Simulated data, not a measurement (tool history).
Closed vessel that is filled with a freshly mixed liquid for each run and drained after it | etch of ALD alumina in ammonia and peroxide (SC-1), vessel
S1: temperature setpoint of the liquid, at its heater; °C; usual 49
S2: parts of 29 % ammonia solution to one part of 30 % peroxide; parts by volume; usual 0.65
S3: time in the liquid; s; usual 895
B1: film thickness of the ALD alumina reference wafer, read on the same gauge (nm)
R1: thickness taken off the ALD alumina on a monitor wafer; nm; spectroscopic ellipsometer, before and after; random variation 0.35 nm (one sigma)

Run 1, day 0: usual settings; B1 109.98. Result: R1 51 nm.
At day 0.654: new drum of ammonia solution connected.
Run 2, day 1.008: usual settings; B1 110. Result: R1 50.76 nm.
Run 3, day 2.629: usual settings; B1 110. Result: R1 51.45 nm.
Run 4, day 3.929: usual settings; B1 109.99. Result: R1 50.94 nm.
Run 5, day 6.588: usual settings but S1 41.5 °C, S2 0.55 parts by volume; B1 110. Result: R1 32.76 nm.
Run 6, day 8.692: usual settings but S1 41.5 °C, S2 0.55 parts by volume; B1 110. Result: R1 32.71 nm.
Run 7, day 11.621: usual settings but S1 41.5 °C, S2 0.55 parts by volume; B1 109.97. Result: R1 33.38 nm.
Run 8, day 12.929: usual settings; B1 109.95. Result: R1 51.25 nm.
Run 9, day 14.979: usual settings but S1 53.5 °C; B1 110.02. Result: R1 65.64 nm.
Run 10, day 17.642: usual settings; B1 110. Result: R1 51.4 nm.
Run 11, day 20.254: usual settings; B1 110.01. Result: R1 52.41 nm.
Run 12, day 22.65: usual settings; B1 110.02. Result: R1 51.83 nm.
Run 13, day 24.321: usual settings; B1 109.99. Result: R1 51.2 nm.
Run 14, day 29.471: usual settings but S1 51 °C, S2 0.55 parts by volume; B1 109.95. Result: R1 57.13 nm.
Run 15, day 30.762: usual settings; B1 109.98. Result: R1 52.22 nm.
Run 16, day 31.796: usual settings but S3 1420 s; B1 109.99. Result: R1 83.19 nm.
Run 17, day 37.667: usual settings but S1 41 °C, S2 0.45 parts by volume, S3 745 s; B1 110.02. Result: R1 26.44 nm.
Run 18, day 39.233: usual settings; B1 109.98. Result: R1 52.98 nm.
At day 39.971: ammonia flow meter replaced.
Run 19, day 41.404: usual settings; B1 110. Result: R1 52.6 nm.
Run 20, day 42.533: usual settings but S1 55 °C, S2 0.8 parts by volume, S3 550 s; B1 110. Result: R1 44.98 nm.
Run 21, day 44.446: usual settings but S2 0.4 parts by volume; B1 109.97. Result: R1 50.33 nm.
At day 44.621: new drum of ammonia solution connected.
At day 44.671: thermometer replaced.
Run 22, day 47.208: usual settings but S1 54.5 °C; B1 109.97. Result: R1 72.48 nm.
At day 47.321: gauge calibrated.
Run 23, day 49.279: usual settings but S3 1410 s; B1 110.01. Result: R1 85.71 nm.
Run 24, day 50.875: usual settings but S1 57.5 °C, S2 0.9 parts by volume, S3 740 s; B1 110.01. Result: R1 72.69 nm.
At day 53.571: thermometer replaced, repeated, since the last time left the tool worse.
Run 25, day 53.771: usual settings; B1 109.98. Result: R1 50.43 nm.
Run 26, day 55.633: usual settings but S1 46 °C, S2 0.95 parts by volume, S3 400 s; B1 109.96. Result: R1 19.48 nm.
Run 27, day 57.179: usual settings; B1 109.98. Result: R1 50.31 nm.
Run 28, day 59.167: usual settings but S2 0.45 parts by volume, S3 1305 s; B1 109.98. Result: R1 70.57 nm.
Run 29, day 62.504: usual settings but S1 39 °C; B1 110.01. Result: R1 28.36 nm.
Run 30, day 65.121: usual settings; B1 109.99. Result: R1 49.82 nm.

What the log doesn't show, run by run:
ammonia flow below the setpoint (%): 0 in every run
ammonia solution weaker than its label (%): 0 in every run
gauge reads high (%): 0 in every run
H1: liquid hotter than its thermometer reads (K)
run      H1
  1   0.392
  2   0.403
  3    0.42
  4   0.433
  5   0.461
  6   0.482
  7   0.513
  8   0.526
  9   0.547
 10   0.575
 11   0.602
 12   0.627
 13   0.644
 14   0.697
 15   0.711
 16   0.721
 17   0.782
 18   0.798
 19   0.821
 20   0.832
 21   0.852
 22    1.39
 23    1.42
 24    1.43
 25  0.0333
 26  0.0525
 27  0.0685
 28  0.0891
 29   0.124
 30   0.151
